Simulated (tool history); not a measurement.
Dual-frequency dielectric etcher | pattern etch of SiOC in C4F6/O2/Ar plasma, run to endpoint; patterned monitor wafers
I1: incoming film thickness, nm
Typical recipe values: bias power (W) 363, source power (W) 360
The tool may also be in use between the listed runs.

{"run": 1, "hour": 0.0, "bias power (W)": 363, "source power (W)": 360, "I1": 47.22, "endpoint time (s)": 19}
{"run": 2, "hour": 69.4, "bias power (W)": 341, "source power (W)": 360, "I1": 47.43, "endpoint time (s)": 19.9}
{"run": 3, "hour": 110.7, "bias power (W)": 341, "source power (W)": 360, "I1": 47.43, "endpoint time (s)": 20.1}
{"run": 4, "hour": 136.5, "bias power (W)": 341, "source power (W)": 360, "I1": 47.82, "endpoint time (s)": 20.1}
{"run": 5, "hour": 180.1, "bias power (W)": 321, "source power (W)": 360, "I1": 47.27, "endpoint time (s)": 20.3}
{"run": 6, "hour": 209.9, "bias power (W)": 321, "source power (W)": 360, "I1": 46.89, "endpoint time (s)": 20.3}
{"hour": 259.6, "done": "upper electrode replaced"}
{"run": 7, "hour": 263.8, "bias power (W)": 308, "source power (W)": 320, "I1": 47.37, "endpoint time (s)": 21.9}
{"run": 8, "hour": 319.7, "bias power (W)": 308, "source power (W)": 320, "I1": 47.08, "endpoint time (s)": 21.5}
{"hour": 368.0, "done": "wet clean of the chamber"}
{"run": 9, "hour": 386.7, "bias power (W)": 363, "source power (W)": 390, "I1": 46.69, "endpoint time (s)": 18.4}
{"run": 10, "hour": 446.5, "bias power (W)": 363, "source power (W)": 360, "I1": 47.03, "endpoint time (s)": 19.1}
{"run": 11, "hour": 495.9, "bias power (W)": 363, "source power (W)": 360, "I1": 46.91, "endpoint time (s)": 19}
{"run": 12, "hour": 541.9, "bias power (W)": 363, "source power (W)": 360, "I1": 47.29, "endpoint time (s)": 18.9}
{"run": 13, "hour": 606.0, "bias power (W)": 363, "source power (W)": 360, "I1": 47.04, "endpoint time (s)": 19.2}
{"run": 14, "hour": 631.0, "bias power (W)": 363, "source power (W)": 430, "I1": 47.6, "endpoint time (s)": 18.6}
{"run": 15, "hour": 673.9, "bias power (W)": 363, "source power (W)": 360, "I1": 46.68, "endpoint time (s)": 19.2}
{"run": 16, "hour": 715.9, "bias power (W)": 436, "source power (W)": 420, "I1": 47.51, "endpoint time (s)": 17.3}
{"run": 17, "hour": 749.8, "bias power (W)": 363, "source power (W)": 360, "I1": 46.75, "endpoint time (s)": 19.6}
{"run": 18, "hour": 782.3, "bias power (W)": 393, "source power (W)": 300, "I1": 47.1, "endpoint time (s)": 19.6}
{"run": 19, "hour": 809.6, "bias power (W)": 363, "source power (W)": 360, "I1": 47.26, "endpoint time (s)": 19.8}
{"hour": 868.7, "done": "wet clean of the chamber"}
{"run": 20, "hour": 869.2, "bias power (W)": 435, "source power (W)": 310, "I1": 47.94, "endpoint time (s)": 17.9}
{"run": 21, "hour": 929.4, "bias power (W)": 310, "source power (W)": 410, "I1": 47.27, "endpoint time (s)": 19.6}
{"run": 22, "hour": 955.7, "bias power (W)": 412, "source power (W)": 360, "I1": 47.07, "endpoint time (s)": 18}
{"hour": 967.8, "done": "source power generator calibrated"}
{"hour": 990.7, "done": "bias power generator calibrated"}
{"run": 23, "hour": 1024.1, "bias power (W)": 436, "source power (W)": 420, "I1": 47.36, "endpoint time (s)": 17}
{"run": 24, "hour": 1070.8, "bias power (W)": 341, "source power (W)": 360, "I1": 46.88, "endpoint time (s)": 19.5}
{"run": 25, "hour": 1122.4, "bias power (W)": 363, "source power (W)": 450, "I1": 46.62, "endpoint time (s)": 18}
{"run": 26, "hour": 1162.0, "bias power (W)": 363, "source power (W)": 360, "I1": 47.33, "endpoint time (s)": 19.2}
{"run": 27, "hour": 1205.2, "bias power (W)": 363, "source power (W)": 320, "I1": 47.38, "endpoint time (s)": 19.9}
{"run": 28, "hour": 1322.0, "bias power (W)": 288, "source power (W)": 320, "I1": 47.19, "endpoint time (s)": 22}
{"run": 29, "hour": 1356.1, "bias power (W)": 286, "source power (W)": 380, "I1": 47.43, "endpoint time (s)": 21.7}
{"run": 30, "hour": 1393.4, "bias power (W)": 363, "source power (W)": 360, "I1": 47.07, "endpoint time (s)": 19.9}
{"run": 31, "hour": 1452.5, "bias power (W)": 423, "source power (W)": 410, "I1": 47.52, "endpoint time (s)": 18.1}
{"hour": 1516.7, "done": "wet clean of the chamber"}
{"run": 32, "hour": 1517.2, "bias power (W)": 426, "source power (W)": 330, "I1": 47.56, "endpoint time (s)": 17.9}
{"run": 33, "hour": 1599.4, "bias power (W)": 404, "source power (W)": 360, "I1": 47.22, "endpoint time (s)": 18.1}
{"run": 34, "hour": 1654.6, "bias power (W)": 363, "source power (W)": 360, "I1": 47, "endpoint time (s)": 18.8}

Selected run-to-run steps in endpoint time (s), each split into two signed amounts: the part the tool would show with no hidden state at all (from settings, incoming material and random variation), and the remainder, which goes to the hidden state together with any gauge scatter not common to the measured and the hidden-state-free results:
What the log doesn't record here: etch rate over this chamber's usual, %; bias power that arrives over what is set, %; source power that arrives over what is set, %.
Run 8 -> 9: bias power (W) 308 -> 363, source power (W) 320 -> 390, wet clean of the chamber. endpoint time (s) -3.1: hidden state -0.7, all else -2.4.
Run 16 -> 17: bias power (W) 436 -> 363, source power (W) 420 -> 360. endpoint time (s) +2.3: hidden state +0.2, all else +2.1.
Run 19 -> 20: bias power (W) 363 -> 435, source power (W) 360 -> 310, wet clean of the chamber. endpoint time (s) -1.9: hidden state -0.9, all else -1.
Run 23 -> 24: bias power (W) 436 -> 341, source power (W) 420 -> 360. endpoint time (s) +2.5: hidden state +0.1, all else +2.4.
Run 31 -> 32: bias power (W) 423 -> 426, source power (W) 410 -> 330, wet clean of the chamber. endpoint time (s) -0.2: hidden state -0.8, all else +0.6.
